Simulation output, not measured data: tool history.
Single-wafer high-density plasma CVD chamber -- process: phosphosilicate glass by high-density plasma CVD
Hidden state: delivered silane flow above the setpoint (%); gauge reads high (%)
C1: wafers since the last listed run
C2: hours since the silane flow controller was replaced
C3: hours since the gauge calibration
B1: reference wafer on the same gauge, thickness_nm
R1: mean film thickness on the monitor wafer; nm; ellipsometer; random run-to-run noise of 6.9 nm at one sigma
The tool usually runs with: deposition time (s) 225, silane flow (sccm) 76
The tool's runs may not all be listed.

run 1 day=0.000 | deposition_time_(s)=256 silane_flow_(sccm)=79 | C1=0 C2=1182.2 C3=747.0 | B1=1458.063 | R1=2077.119
run 2 day=4.004 | deposition_time_(s)=256 silane_flow_(sccm)=79 | C1=626 C2=1278.3 C3=843.1 | B1=1461.351 | R1=2082.370
run 3 day=16.350 | deposition_time_(s)=225 silane_flow_(sccm)=76 | C1=1930 C2=1574.6 C3=1139.4 | B1=1457.068 | R1=1726.714
run 4 day=20.612 | deposition_time_(s)=225 silane_flow_(sccm)=76 | C1=666 C2=1676.9 C3=1241.7 | B1=1459.512 | R1=1729.127
-- day=23.292 gauge calibrated
run 5 day=25.067 | deposition_time_(s)=225 silane_flow_(sccm)=67 | C1=696 C2=1783.8 C3=42.6 | B1=1461.747 | R1=1527.684
run 6 day=26.846 | deposition_time_(s)=225 silane_flow_(sccm)=67 | C1=278 C2=1826.5 C3=85.3 | B1=1457.744 | R1=1509.507
run 7 day=28.350 | deposition_time_(s)=225 silane_flow_(sccm)=67 | C1=235 C2=1862.6 C3=121.4 | B1=1460.806 | R1=1509.272
run 8 day=30.862 | deposition_time_(s)=225 silane_flow_(sccm)=76 | C1=392 C2=1922.9 C3=181.7 | B1=1461.196 | R1=1709.644
run 9 day=34.675 | deposition_time_(s)=205 silane_flow_(sccm)=76 | C1=596 C2=2014.4 C3=273.2 | B1=1461.020 | R1=1553.609
-- day=36.308 silane flow controller replaced
run 10 day=38.717 | deposition_time_(s)=225 silane_flow_(sccm)=76 | C1=579 C2=57.8 C3=370.2 | B1=1456.850 | R1=1770.051
run 11 day=42.800 | deposition_time_(s)=225 silane_flow_(sccm)=82 | C1=638 C2=155.8 C3=468.2 | B1=1458.032 | R1=1925.890
run 12 day=46.896 | deposition_time_(s)=256 silane_flow_(sccm)=81 | C1=640 C2=254.1 C3=566.5 | B1=1458.981 | R1=2155.935
run 13 day=51.108 | deposition_time_(s)=197 silane_flow_(sccm)=90 | C1=658 C2=355.2 C3=667.6 | B1=1460.066 | R1=1844.271
run 14 day=55.458 | deposition_time_(s)=210 silane_flow_(sccm)=81 | C1=680 C2=459.6 C3=772.0 | B1=1456.140 | R1=1778.140
run 15 day=57.188 | deposition_time_(s)=238 silane_flow_(sccm)=62 | C1=270 C2=501.1 C3=813.5 | B1=1459.692 | R1=1530.861
run 16 day=58.867 | deposition_time_(s)=225 silane_flow_(sccm)=76 | C1=262 C2=541.4 C3=853.8 | B1=1457.879 | R1=1773.511

What if the next run were any one of these 5? Each begins from the tool's condition after run 16:
run A day=58.888 | deposition_time_(s)=190 silane_flow_(sccm)=76 | C1=3 C2=541.9 C3=854.3 | B1=? | R1=?
run B day=58.888 | deposition_time_(s)=256 silane_flow_(sccm)=71 | C1=3 C2=541.9 C3=854.3 | B1=? | R1=?
run C day=58.888 | deposition_time_(s)=265 silane_flow_(sccm)=76 | C1=3 C2=541.9 C3=854.3 | B1=? | R1=?
run D day=58.888 | deposition_time_(s)=241 silane_flow_(sccm)=69 | C1=3 C2=541.9 C3=854.3 | B1=? | R1=?
run E day=58.888 | deposition_time_(s)=268 silane_flow_(sccm)=86 | C1=3 C2=541.9 C3=854.3 | B1=? | R1=?

run=A B1=1463.428 R1=1503.171
run=B B1=1463.428 R1=1892.080
run=C B1=1463.428 R1=2096.528
run=D B1=1463.428 R1=1731.041
run=E B1=1463.428 R1=2399.245
Take away the tool's hidden state, keep each run's random variation, and the runs would have read:
run=A R1=1509.569
run=B R1=1900.133
run=C R1=2105.451
run=D R1=1738.409
run=E R1=2409.456
